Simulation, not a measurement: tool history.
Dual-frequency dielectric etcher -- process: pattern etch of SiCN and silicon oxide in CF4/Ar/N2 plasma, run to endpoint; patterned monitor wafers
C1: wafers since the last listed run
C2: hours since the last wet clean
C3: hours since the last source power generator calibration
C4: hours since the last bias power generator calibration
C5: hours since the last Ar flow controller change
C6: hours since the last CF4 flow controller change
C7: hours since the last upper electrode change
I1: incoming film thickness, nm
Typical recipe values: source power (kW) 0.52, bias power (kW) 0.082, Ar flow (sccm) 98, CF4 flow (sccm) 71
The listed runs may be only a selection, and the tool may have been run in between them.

{"run": 1, "hour": 0.0, "source power (kW)": 0.52, "bias power (kW)": 0.082, "Ar flow (sccm)": 98, "CF4 flow (sccm)": 76, "C1": 0, "C2": 566.3, "C3": 2819.7, "C4": 1487.5, "C5": 4471.7, "C6": 1279.3, "C7": 4694.8, "I1": 10.02, "endpoint time (s)": 9.9}
{"run": 2, "hour": 18.7, "source power (kW)": 0.52, "bias power (kW)": 0.068, "Ar flow (sccm)": 98, "CF4 flow (sccm)": 71, "C1": 308, "C2": 585, "C3": 2838.4, "C4": 1506.2, "C5": 4490.4, "C6": 1298, "C7": 4713.5, "I1": 10.07, "endpoint time (s)": 10.6}
{"run": 3, "hour": 33.3, "source power (kW)": 0.52, "bias power (kW)": 0.068, "Ar flow (sccm)": 98, "CF4 flow (sccm)": 71, "C1": 240, "C2": 599.6, "C3": 2853, "C4": 1520.8, "C5": 4505, "C6": 1312.6, "C7": 4728.1, "I1": 9.92, "endpoint time (s)": 10.4}
{"run": 4, "hour": 49.6, "source power (kW)": 0.52, "bias power (kW)": 0.082, "Ar flow (sccm)": 98, "CF4 flow (sccm)": 71, "C1": 268, "C2": 615.9, "C3": 2869.3, "C4": 1537.1, "C5": 4521.3, "C6": 1328.9, "C7": 4744.4, "I1": 9.98, "endpoint time (s)": 10}
{"run": 5, "hour": 81.0, "source power (kW)": 0.52, "bias power (kW)": 0.082, "Ar flow (sccm)": 98, "CF4 flow (sccm)": 71, "C1": 517, "C2": 647.3, "C3": 2900.7, "C4": 1568.5, "C5": 4552.7, "C6": 1360.3, "C7": 4775.8, "I1": 10.06, "endpoint time (s)": 10}
{"run": 6, "hour": 111.0, "source power (kW)": 0.52, "bias power (kW)": 0.082, "Ar flow (sccm)": 98, "CF4 flow (sccm)": 71, "C1": 494, "C2": 677.3, "C3": 2930.7, "C4": 1598.5, "C5": 4582.7, "C6": 1390.3, "C7": 4805.8, "I1": 9.94, "endpoint time (s)": 9.9}
{"hour": 128.0, "done": "Ar flow controller replaced"}
{"hour": 142.6, "done": "wet clean of the chamber"}
{"run": 7, "hour": 143.1, "source power (kW)": 0.52, "bias power (kW)": 0.082, "Ar flow (sccm)": 98, "CF4 flow (sccm)": 71, "C1": 189, "C2": 0.5, "C3": 2962.8, "C4": 1630.6, "C5": 15.1, "C6": 1422.4, "C7": 4837.9, "I1": 9.95, "endpoint time (s)": 10.2}
{"run": 8, "hour": 161.0, "source power (kW)": 0.52, "bias power (kW)": 0.082, "Ar flow (sccm)": 98, "CF4 flow (sccm)": 71, "C1": 295, "C2": 18.4, "C3": 2980.7, "C4": 1648.5, "C5": 33, "C6": 1440.3, "C7": 4855.8, "I1": 10.01, "endpoint time (s)": 10.4}
{"run": 9, "hour": 178.5, "source power (kW)": 0.59, "bias power (kW)": 0.082, "Ar flow (sccm)": 98, "CF4 flow (sccm)": 71, "C1": 288, "C2": 35.9, "C3": 2998.2, "C4": 1666, "C5": 50.5, "C6": 1457.8, "C7": 4873.3, "I1": 10.03, "endpoint time (s)": 9}
{"hour": 231.1, "done": "CF4 flow controller replaced"}
{"hour": 235.4, "done": "upper electrode replaced"}
{"run": 10, "hour": 235.9, "source power (kW)": 0.52, "bias power (kW)": 0.082, "Ar flow (sccm)": 98, "CF4 flow (sccm)": 71, "C1": 776, "C2": 93.3, "C3": 3055.6, "C4": 1723.4, "C5": 107.9, "C6": 4.8, "C7": 0.5, "I1": 10.01, "endpoint time (s)": 10.3}
{"run": 11, "hour": 246.7, "source power (kW)": 0.46, "bias power (kW)": 0.09, "Ar flow (sccm)": 120, "CF4 flow (sccm)": 79, "C1": 178, "C2": 104.1, "C3": 3066.4, "C4": 1734.2, "C5": 118.7, "C6": 15.6, "C7": 11.3, "I1": 9.94, "endpoint time (s)": 11.8}
{"hour": 279.2, "done": "wet clean of the chamber, repeated, since the last time left the tool worse"}
{"run": 12, "hour": 279.7, "source power (kW)": 0.52, "bias power (kW)": 0.068, "Ar flow (sccm)": 98, "CF4 flow (sccm)": 71, "C1": 148, "C2": 0.5, "C3": 3099.4, "C4": 1767.2, "C5": 151.7, "C6": 48.6, "C7": 44.3, "I1": 10.08, "endpoint time (s)": 10.4}
{"run": 13, "hour": 298.3, "source power (kW)": 0.52, "bias power (kW)": 0.082, "Ar flow (sccm)": 81, "CF4 flow (sccm)": 71, "C1": 306, "C2": 19.1, "C3": 3118, "C4": 1785.8, "C5": 170.3, "C6": 67.2, "C7": 62.9, "I1": 9.97, "endpoint time (s)": 9.4}
{"hour": 326.3, "done": "bias power generator calibrated"}
{"run": 14, "hour": 326.8, "source power (kW)": 0.52, "bias power (kW)": 0.092, "Ar flow (sccm)": 116, "CF4 flow (sccm)": 80, "C1": 403, "C2": 47.6, "C3": 3146.5, "C4": 0.5, "C5": 198.8, "C6": 95.7, "C7": 91.4, "I1": 10.11, "endpoint time (s)": 9.6}
{"run": 15, "hour": 337.3, "source power (kW)": 0.65, "bias power (kW)": 0.082, "Ar flow (sccm)": 98, "CF4 flow (sccm)": 77, "C1": 173, "C2": 58.1, "C3": 3157, "C4": 11, "C5": 209.3, "C6": 106.2, "C7": 101.9, "I1": 10.04, "endpoint time (s)": 7.6}
{"run": 16, "hour": 365.8, "source power (kW)": 0.46, "bias power (kW)": 0.07, "Ar flow (sccm)": 115, "CF4 flow (sccm)": 57, "C1": 469, "C2": 86.6, "C3": 3185.5, "C4": 39.5, "C5": 237.8, "C6": 134.7, "C7": 130.4, "I1": 10.04, "endpoint time (s)": 12.2}
{"run": 17, "hour": 386.7, "source power (kW)": 0.52, "bias power (kW)": 0.082, "Ar flow (sccm)": 98, "CF4 flow (sccm)": 62, "C1": 344, "C2": 107.5, "C3": 3206.4, "C4": 60.4, "C5": 258.7, "C6": 155.6, "C7": 151.3, "I1": 10, "endpoint time (s)": 9.8}
{"run": 18, "hour": 414.9, "source power (kW)": 0.44, "bias power (kW)": 0.089, "Ar flow (sccm)": 120, "CF4 flow (sccm)": 71, "C1": 464, "C2": 135.7, "C3": 3234.6, "C4": 88.6, "C5": 286.9, "C6": 183.8, "C7": 179.5, "I1": 9.97, "endpoint time (s)": 11.8}
{"hour": 456.5, "done": "source power generator calibrated"}
{"run": 19, "hour": 513.9, "source power (kW)": 0.59, "bias power (kW)": 0.098, "Ar flow (sccm)": 77, "CF4 flow (sccm)": 84, "C1": 1566, "C2": 234.7, "C3": 57.4, "C4": 187.6, "C5": 385.9, "C6": 282.8, "C7": 278.5, "I1": 9.99, "endpoint time (s)": 7.7}
{"run": 20, "hour": 531.5, "source power (kW)": 0.61, "bias power (kW)": 0.082, "Ar flow (sccm)": 98, "CF4 flow (sccm)": 66, "C1": 290, "C2": 252.3, "C3": 75, "C4": 205.2, "C5": 403.5, "C6": 300.4, "C7": 296.1, "I1": 10.02, "endpoint time (s)": 8.2}
{"run": 21, "hour": 565.7, "source power (kW)": 0.52, "bias power (kW)": 0.082, "Ar flow (sccm)": 98, "CF4 flow (sccm)": 71, "C1": 563, "C2": 286.5, "C3": 109.2, "C4": 239.4, "C5": 437.7, "C6": 334.6, "C7": 330.3, "I1": 9.97, "endpoint time (s)": 9.7}
{"run": 22, "hour": 598.4, "source power (kW)": 0.52, "bias power (kW)": 0.082, "Ar flow (sccm)": 98, "CF4 flow (sccm)": 71, "C1": 539, "C2": 319.2, "C3": 141.9, "C4": 272.1, "C5": 470.4, "C6": 367.3, "C7": 363, "I1": 10.03, "endpoint time (s)": 9.8}
{"run": 23, "hour": 621.6, "source power (kW)": 0.52, "bias power (kW)": 0.075, "Ar flow (sccm)": 98, "CF4 flow (sccm)": 62, "C1": 382, "C2": 342.4, "C3": 165.1, "C4": 295.3, "C5": 493.6, "C6": 390.5, "C7": 386.2, "I1": 10.01, "endpoint time (s)": 10.2}

Run by run, hidden condition taken away, random variation retained:
Hidden state at play: etch rate over this chamber's usual, %; source power that arrives over what is set, %; bias power that arrives over what is set, %; Ar flow that arrives over what is set, %; CF4 flow that arrives over what is set, %.
run=1 endpoint_time_(s)=9.7
run=2 endpoint_time_(s)=10.3
run=3 endpoint_time_(s)=10.1
run=4 endpoint_time_(s)=9.7
run=5 endpoint_time_(s)=9.7
run=6 endpoint_time_(s)=9.6
run=7 endpoint_time_(s)=9.5
run=8 endpoint_time_(s)=9.7
run=9 endpoint_time_(s)=8.5
run=10 endpoint_time_(s)=9.6
run=11 endpoint_time_(s)=11
run=12 endpoint_time_(s)=10.4
run=13 endpoint_time_(s)=9.4
run=14 endpoint_time_(s)=9.6
run=15 endpoint_time_(s)=7.6
run=16 endpoint_time_(s)=12.2
run=17 endpoint_time_(s)=9.8
run=18 endpoint_time_(s)=11.7
run=19 endpoint_time_(s)=7.6
run=20 endpoint_time_(s)=8.2
run=21 endpoint_time_(s)=9.6
run=22 endpoint_time_(s)=9.6
run=23 endpoint_time_(s)=10.1
